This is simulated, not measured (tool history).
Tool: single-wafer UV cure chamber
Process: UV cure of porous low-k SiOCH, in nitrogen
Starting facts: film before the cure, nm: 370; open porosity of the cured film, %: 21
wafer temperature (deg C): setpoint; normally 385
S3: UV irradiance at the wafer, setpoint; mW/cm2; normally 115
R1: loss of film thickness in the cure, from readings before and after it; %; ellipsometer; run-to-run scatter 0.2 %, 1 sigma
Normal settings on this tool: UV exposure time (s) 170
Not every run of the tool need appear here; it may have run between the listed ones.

{"run": 1, "hour": 0.0, "wafer temperature (deg C)": 385, "UV exposure time (s)": 170, "S3": 115, "R1": 11.208}
{"run": 2, "hour": 8.2, "wafer temperature (deg C)": 385, "UV exposure time (s)": 170, "S3": 115, "R1": 11.253}
{"run": 3, "hour": 14.8, "wafer temperature (deg C)": 385, "UV exposure time (s)": 170, "S3": 115, "R1": 11.259}
{"run": 4, "hour": 30.6, "wafer temperature (deg C)": 373, "UV exposure time (s)": 170, "S3": 115, "R1": 10.765}
{"run": 5, "hour": 45.0, "wafer temperature (deg C)": 385, "UV exposure time (s)": 170, "S3": 115, "R1": 11.389}
{"run": 6, "hour": 57.0, "wafer temperature (deg C)": 385, "UV exposure time (s)": 170, "S3": 115, "R1": 11.107}
{"run": 7, "hour": 69.5, "wafer temperature (deg C)": 385, "UV exposure time (s)": 170, "S3": 115, "R1": 11.197}
{"run": 8, "hour": 100.2, "wafer temperature (deg C)": 376, "UV exposure time (s)": 170, "S3": 115, "R1": 10.858}
{"run": 9, "hour": 110.5, "wafer temperature (deg C)": 385, "UV exposure time (s)": 170, "S3": 126, "R1": 11.554}
{"run": 10, "hour": 116.8, "wafer temperature (deg C)": 385, "UV exposure time (s)": 170, "S3": 126, "R1": 11.327}
{"run": 11, "hour": 126.6, "wafer temperature (deg C)": 389, "UV exposure time (s)": 220, "S3": 115, "R1": 12.414}
{"hour": 140.0, "done": "UV bulbs replaced"}
{"run": 12, "hour": 142.5, "wafer temperature (deg C)": 389, "UV exposure time (s)": 220, "S3": 115, "R1": 12.26}
{"run": 13, "hour": 152.8, "wafer temperature (deg C)": 377, "UV exposure time (s)": 170, "S3": 126, "R1": 11.097}
{"hour": 168.1, "done": "quartz window cleaned"}
{"run": 14, "hour": 168.6, "wafer temperature (deg C)": 385, "UV exposure time (s)": 170, "S3": 98, "R1": 11.062}
{"run": 15, "hour": 175.6, "wafer temperature (deg C)": 373, "UV exposure time (s)": 230, "S3": 136, "R1": 14.198}
{"run": 16, "hour": 186.0, "wafer temperature (deg C)": 393, "UV exposure time (s)": 70, "S3": 153, "R1": 9.353}
{"run": 17, "hour": 192.9, "wafer temperature (deg C)": 385, "UV exposure time (s)": 170, "S3": 115, "R1": 11.797}
{"run": 18, "hour": 205.8, "wafer temperature (deg C)": 378, "UV exposure time (s)": 75, "S3": 95, "R1": 7.151}
{"run": 19, "hour": 214.5, "wafer temperature (deg C)": 379, "UV exposure time (s)": 215, "S3": 95, "R1": 12.218}
{"run": 20, "hour": 228.4, "wafer temperature (deg C)": 385, "UV exposure time (s)": 250, "S3": 84, "R1": 12.215}
{"run": 21, "hour": 243.5, "wafer temperature (deg C)": 391, "UV exposure time (s)": 135, "S3": 82, "R1": 9.162}
{"run": 22, "hour": 252.7, "wafer temperature (deg C)": 393, "UV exposure time (s)": 195, "S3": 152, "R1": 14.185}
{"run": 23, "hour": 303.0, "wafer temperature (deg C)": 379, "UV exposure time (s)": 215, "S3": 95, "R1": 11.791}
{"run": 24, "hour": 315.6, "wafer temperature (deg C)": 393, "UV exposure time (s)": 70, "S3": 153, "R1": 8.997}
{"run": 25, "hour": 326.6, "wafer temperature (deg C)": 405, "UV exposure time (s)": 195, "S3": 147, "R1": 13.854}

Run by run, hidden condition taken away, random variation retained:
What the log doesn't record here: lamp output below its setpoint, %; transmission lost against a clean window, %.
run=1 R1=11.972
run=2 R1=12.047
run=3 R1=12.075
run=4 R1=11.610
run=5 R1=12.318
run=6 R1=12.054
run=7 R1=12.196
run=8 R1=11.947
run=9 R1=12.702
run=10 R1=12.476
run=11 R1=13.640
run=12 R1=13.532
run=13 R1=12.367
run=14 R1=11.106
run=15 R1=14.266
run=16 R1=9.441
run=17 R1=11.907
run=18 R1=7.281
run=19 R1=12.393
run=20 R1=12.426
run=21 R1=9.399
run=22 R1=14.479
run=23 R1=12.216
run=24 R1=9.433
run=25 R1=14.367
